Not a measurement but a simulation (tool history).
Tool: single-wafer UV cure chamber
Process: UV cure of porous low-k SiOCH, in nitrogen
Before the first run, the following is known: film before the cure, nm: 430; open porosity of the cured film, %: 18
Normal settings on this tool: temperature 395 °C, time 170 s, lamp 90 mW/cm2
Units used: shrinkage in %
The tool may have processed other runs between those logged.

{"run": 1, "hour": 0.0, "temperature": 395, "time": 170, "lamp": 90, "shrinkage": 9.42}
{"run": 2, "hour": 40.5, "temperature": 395, "time": 170, "lamp": 90, "shrinkage": 9.244}
{"run": 3, "hour": 73.6, "temperature": 395, "time": 170, "lamp": 90, "shrinkage": 9.31}
{"hour": 198.8, "done": "quartz window cleaned"}
{"run": 4, "hour": 226.4, "temperature": 391, "time": 170, "lamp": 90, "shrinkage": 9.667}
{"run": 5, "hour": 254.7, "temperature": 395, "time": 170, "lamp": 90, "shrinkage": 9.326}
{"run": 6, "hour": 307.8, "temperature": 395, "time": 170, "lamp": 90, "shrinkage": 9.445}
{"run": 7, "hour": 365.9, "temperature": 395, "time": 170, "lamp": 90, "shrinkage": 9.203}
{"run": 8, "hour": 429.1, "temperature": 395, "time": 170, "lamp": 100, "shrinkage": 9.558}
{"run": 9, "hour": 463.1, "temperature": 395, "time": 170, "lamp": 100, "shrinkage": 9.534}
{"hour": 491.9, "done": "quartz window cleaned"}
{"run": 10, "hour": 494.3, "temperature": 395, "time": 170, "lamp": 100, "shrinkage": 9.979}
{"run": 11, "hour": 539.7, "temperature": 395, "time": 170, "lamp": 90, "shrinkage": 9.313}
{"run": 12, "hour": 592.3, "temperature": 395, "time": 170, "lamp": 90, "shrinkage": 9.49}
{"hour": 613.2, "done": "UV bulbs replaced"}
{"run": 13, "hour": 630.2, "temperature": 395, "time": 170, "lamp": 60, "shrinkage": 7.691}
{"run": 14, "hour": 679.6, "temperature": 415, "time": 70, "lamp": 70, "shrinkage": 4.919}
{"run": 15, "hour": 745.7, "temperature": 395, "time": 170, "lamp": 90, "shrinkage": 8.797}
{"hour": 792.6, "done": "quartz window cleaned"}
{"run": 16, "hour": 797.4, "temperature": 413, "time": 135, "lamp": 105, "shrinkage": 9.631}
{"run": 17, "hour": 862.7, "temperature": 395, "time": 265, "lamp": 90, "shrinkage": 11.486}
{"run": 18, "hour": 930.5, "temperature": 389, "time": 120, "lamp": 69, "shrinkage": 6.814}
{"run": 19, "hour": 990.8, "temperature": 375, "time": 100, "lamp": 90, "shrinkage": 6.702}
{"hour": 1048.8, "done": "quartz window cleaned"}
{"run": 20, "hour": 1051.1, "temperature": 395, "time": 170, "lamp": 90, "shrinkage": 9.561}
{"run": 21, "hour": 1109.1, "temperature": 377, "time": 100, "lamp": 75, "shrinkage": 6.113}
{"run": 22, "hour": 1177.5, "temperature": 395, "time": 260, "lamp": 103, "shrinkage": 12.046}
{"run": 23, "hour": 1234.7, "temperature": 384, "time": 215, "lamp": 109, "shrinkage": 10.983}
{"run": 24, "hour": 1267.1, "temperature": 395, "time": 225, "lamp": 56, "shrinkage": 8.314}
{"run": 25, "hour": 1321.9, "temperature": 390, "time": 105, "lamp": 103, "shrinkage": 7.296}
{"hour": 1369.9, "done": "quartz window cleaned"}
{"run": 26, "hour": 1370.4, "temperature": 395, "time": 170, "lamp": 90, "shrinkage": 9.336}

What was the tool's hidden state at every run in the log?
lamp output below its setpoint, %: 0 at every run
H1: transmission lost against a clean window, %
run=1 H1=6.29
run=2 H1=8.87
run=3 H1=11.5
run=4 H1=2.55
run=5 H1=3.08
run=6 H1=5.04
run=7 H1=8.62
run=8 H1=14.2
run=9 H1=18
run=10 H1=4.93
run=11 H1=5.44
run=12 H1=7.18
run=13 H1=9.2
run=14 H1=12.8
run=15 H1=19.3
run=16 H1=1.07
run=17 H1=2.16
run=18 H1=5.31
run=19 H1=9.83
run=20 H1=2.54
run=21 H1=3.35
run=22 H1=6.24
run=23 H1=10.3
run=24 H1=13.2
run=25 H1=19.2
run=26 H1=1.09

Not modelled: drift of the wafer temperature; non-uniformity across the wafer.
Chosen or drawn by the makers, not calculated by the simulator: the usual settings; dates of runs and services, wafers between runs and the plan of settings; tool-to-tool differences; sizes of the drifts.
